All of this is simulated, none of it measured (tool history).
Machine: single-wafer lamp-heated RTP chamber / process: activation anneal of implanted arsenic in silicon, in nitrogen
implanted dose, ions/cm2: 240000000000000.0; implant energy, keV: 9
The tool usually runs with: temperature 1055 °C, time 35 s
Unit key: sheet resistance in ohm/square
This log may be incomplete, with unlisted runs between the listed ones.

run   hour  temperature  time  read-back reference wafer on the same gauge, sheet resistance  sheet resistance
  1    0.0         1041    35                                                         393.82            367.11
  2   36.0         1041    35                                                         393.98            365.15
  3   49.0         1055    35                                                         393.88            363.47
  4   57.8         1055    35                                                         394.25            363.52
  5   69.2         1055    35                                                         393.92            363.05
  6   81.6         1055    35                                                         393.95            363.90
  7  111.7         1055    35                                                         393.97            361.67
  8  118.8         1032    35                                                         394.04            369.13
  9  130.3         1032    35                                                         393.97            369.65
 10  136.8         1032    35                                                         393.90            371.61
 11  144.4         1072    35                                                         394.29            351.53
 12  155.3         1072    35                                                         394.18            351.34
 13  170.3         1076    35                                                         393.90            349.42
 14  181.8         1047    35                                                         393.81            361.81
 15  195.3         1047    35                                                         393.84            366.78
 16  212.8         1047    35                                                         394.08            365.76
 17  223.5         1055    35                                                         393.73            361.53
 18  239.0         1055    42                                                         394.26            356.74
 19  252.0         1035    21                                                         394.32            377.87
 20  265.6         1032    40                                                         393.86            370.41
 21  282.5         1077    53                                                         394.27            342.11
 22  299.7         1072    21                                                         393.80            363.93
 23  313.6         1055    35                                                         393.80            361.90
 24  321.6         1064    18                                                         393.89            369.82
 25  334.5         1055    35                                                         393.91            359.87
 26  364.2         1055    35                                                         393.99            359.08
 27  383.0         1055    35                                                         393.85            364.22
 28  390.1         1055    35                                                         394.18            364.72
 29  396.3         1078    19                                                         394.01            366.08
 30  410.5         1055    35                                                         393.94            364.62
 31  423.7         1034    40                                                         393.77            369.13
 32  437.2         1038    35                                                         393.76            369.95
 33  482.5         1055    35                                                         394.16            361.16
 34  496.2         1026    25                                                         394.07            378.09
 35  505.7         1073    35                                                         394.28            352.13
 36  514.3         1055    35                                                         393.95            360.05
 37  529.5         1033    56                                                         393.89            360.17
 38  538.4         1071    30                                                         394.08            354.43

The log once held 5 entries between its listed runs, left out of this copy. Where does each go, and what is different about the tool's unlogged condition between the listed run before it and the listed run after it?
Between runs 2 and 3: pyrometer window cleaned and pyrometer calibrated (hour 48.0)
  true wafer temperature minus pyrometer reading, K: 10.5 -> 0.177; wafer temperature error from the tarnished reflector plate, K: 3.5 -> 3.7
  what was measured, less what the result would be without the hidden state, sheet resistance: -5.76 -> -1.68 ohm/square
Between runs 14 and 15: pyrometer window cleaned and pyrometer calibrated (hour 193.7)
  true wafer temperature minus pyrometer reading, K: 9.62 -> 0.462; wafer temperature error from the tarnished reflector plate, K: 5.8 -> 6.02
  what was measured, less what the result would be without the hidden state, sheet resistance: -6.60 -> -2.70 ohm/square
Between runs 19 and 20: reflector plate cleaned (hour 262.5)
  true wafer temperature minus pyrometer reading, K: 4.5 -> 5.46; wafer temperature error from the tarnished reflector plate, K: 6.92 -> 0.0929
  what was measured, less what the result would be without the hidden state, sheet resistance: -3.88 -> -2.20 ohm/square
Between runs 25 and 26: gauge calibrated (hour 336.7)
  true wafer temperature minus pyrometer reading, K: 10.4 -> 12.5; wafer temperature error from the tarnished reflector plate, K: 1.18 -> 1.65
  what was measured, less what the result would be without the hidden state, sheet resistance: -5.12 -> -6.31 ohm/square
Between runs 26 and 27: pyrometer window cleaned and pyrometer calibrated (hour 382.5)
  true wafer temperature minus pyrometer reading, K: 12.5 -> 0.637; wafer temperature error from the tarnished reflector plate, K: 1.65 -> 1.95
  what was measured, less what the result would be without the hidden state, sheet resistance: -6.31 -> -1.12 ohm/square
